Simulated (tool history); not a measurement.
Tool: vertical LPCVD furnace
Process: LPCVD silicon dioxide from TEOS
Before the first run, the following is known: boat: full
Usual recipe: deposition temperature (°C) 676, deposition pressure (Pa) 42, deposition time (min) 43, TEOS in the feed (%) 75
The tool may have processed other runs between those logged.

| run | hour | deposition temperature (°C) | deposition pressure (Pa) | deposition time (min) | TEOS in the feed (%) | wafers since the last listed run | hours since the last temperature calibration | hours since the pressure gauge was zeroed | hours since the TEOS flow controller was replaced | hours since the gauge calibration | read-back reference wafer on the same gauge, thickness | film thickness on the monitor wafer in the middle of the boat (angstrom) |
|---|---|---|---|---|---|---|---|---|---|---|---|---|
| 1 | 0 | 676 | 42 | 43 | 84 | 0 | 2311 | 1836.7 | 3342 | 42.4 | 269.01 | 2542 |
| 2 | 20.8 | 676 | 42 | 43 | 75 | 201 | 2331.8 | 1857.5 | 3362.8 | 63.2 | 268.99 | 2417.2 |
| 3 | 51.5 | 676 | 42 | 43 | 75 | 296 | 2362.5 | 1888.2 | 3393.5 | 93.9 | 269.01 | 2415 |
| 4 | 87.1 | 669 | 49.3 | 43 | 75 | 344 | 2398.1 | 1923.8 | 3429.1 | 129.5 | 269.21 | 2185 |
| 5 | 116.1 | 669 | 49.3 | 43 | 75 | 280 | 2427.1 | 1952.8 | 3458.1 | 158.5 | 268.53 | 2213.5 |
| 6 | 139.1 | 676 | 42 | 43 | 75 | 222 | 2450.1 | 1975.8 | 3481.1 | 181.5 | 268.86 | 2401.2 |
| 7 | 172.8 | 676 | 42 | 43 | 75 | 325 | 2483.8 | 2009.5 | 3514.8 | 215.2 | 268.55 | 2420.3 |
| 8 | 240 | 676 | 42 | 43 | 75 | 649 | 2551 | 2076.7 | 3582 | 282.4 | 268.64 | 2408.9 |
|  | 282.4 | pressure gauge zeroed |
| 9 | 282.9 | 676 | 38 | 43 | 75 | 182 | 2593.9 | 0.5 | 3624.9 | 325.3 | 268.73 | 2304.9 |
| 10 | 342.6 | 676 | 38 | 43 | 75 | 577 | 2653.6 | 60.2 | 3684.6 | 385 | 268.43 | 2294.9 |
| 11 | 361.7 | 676 | 38 | 43 | 75 | 184 | 2672.7 | 79.3 | 3703.7 | 404.1 | 269.21 | 2293.5 |
| 12 | 443.8 | 682 | 42 | 43 | 85 | 793 | 2754.8 | 161.4 | 3785.8 | 486.2 | 269.02 | 2958.6 |
| 13 | 469.6 | 676 | 42 | 43 | 87 | 249 | 2780.6 | 187.2 | 3811.6 | 512 | 269.13 | 2598 |
| 14 | 492.8 | 676 | 42 | 51.5 | 84 | 224 | 2803.8 | 210.4 | 3834.8 | 535.2 | 268.97 | 3064.8 |
|  | 516.3 | gauge calibrated |
|  | 527.8 | thermocouples replaced and temperature profile calibrated |
| 15 | 528.3 | 676 | 42 | 43 | 75 | 111 | 0.5 | 245.9 | 3870.3 | 12 | 269.15 | 2258.3 |
|  | 582.1 | TEOS flow controller replaced |
| 16 | 582.6 | 681 | 52 | 56.5 | 70 | 292 | 54.8 | 300.2 | 0.5 | 66.3 | 268.81 | 3634 |
| 17 | 587.1 | 681 | 37.3 | 38.5 | 89 | 43 | 59.3 | 304.7 | 5 | 70.8 | 268.85 | 2375.8 |
| 18 | 591.6 | 669 | 42 | 43 | 87 | 43 | 63.8 | 309.2 | 9.5 | 75.3 | 269.33 | 2074.2 |
| 19 | 603.4 | 676 | 42 | 43 | 84 | 114 | 75.6 | 321 | 21.3 | 87.1 | 269.28 | 2433 |
| 20 | 618.6 | 672 | 42 | 51.5 | 75 | 146 | 90.8 | 336.2 | 36.5 | 102.3 | 268.36 | 2478.2 |
| 21 | 646.9 | 676 | 42 | 43 | 75 | 273 | 119.1 | 364.5 | 64.8 | 130.6 | 268.8 | 2288.9 |
| 22 | 671.7 | 665 | 34.7 | 43 | 75 | 239 | 143.9 | 389.3 | 89.6 | 155.4 | 268.89 | 1583.3 |
| 23 | 686.3 | 676 | 42 | 43 | 88 | 141 | 158.5 | 403.9 | 104.2 | 170 | 269.05 | 2494.9 |
| 24 | 706.7 | 669 | 42 | 43 | 87 | 197 | 178.9 | 424.3 | 124.6 | 190.4 | 269.09 | 2085.9 |
| 25 | 728.3 | 676 | 34 | 34.5 | 65 | 208 | 200.5 | 445.9 | 146.2 | 212 | 268.84 | 1548.6 |
| 26 | 764.1 | 676 | 42 | 43 | 75 | 346 | 236.3 | 481.7 | 182 | 247.8 | 269.29 | 2309.3 |
| 27 | 796.7 | 676 | 42 | 43 | 75 | 315 | 268.9 | 514.3 | 214.6 | 280.4 | 268.94 | 2312.4 |

Run 28 has not been measured yet. What should we expect?
| 28 | 830.8 | 665 | 45.3 | 34.5 | 65 | 329 | 303 | 548.4 | 248.7 | 314.5 | ? | ? |

{"run 28": {"read-back reference wafer on the same gauge, thickness": 268.88, "film thickness on the monitor wafer in the middle of the boat (angstrom)": 1367.8}}
With no hidden state in the tool, this same run would have given film thickness on the monitor wafer in the middle of the boat (angstrom) 1336.3.
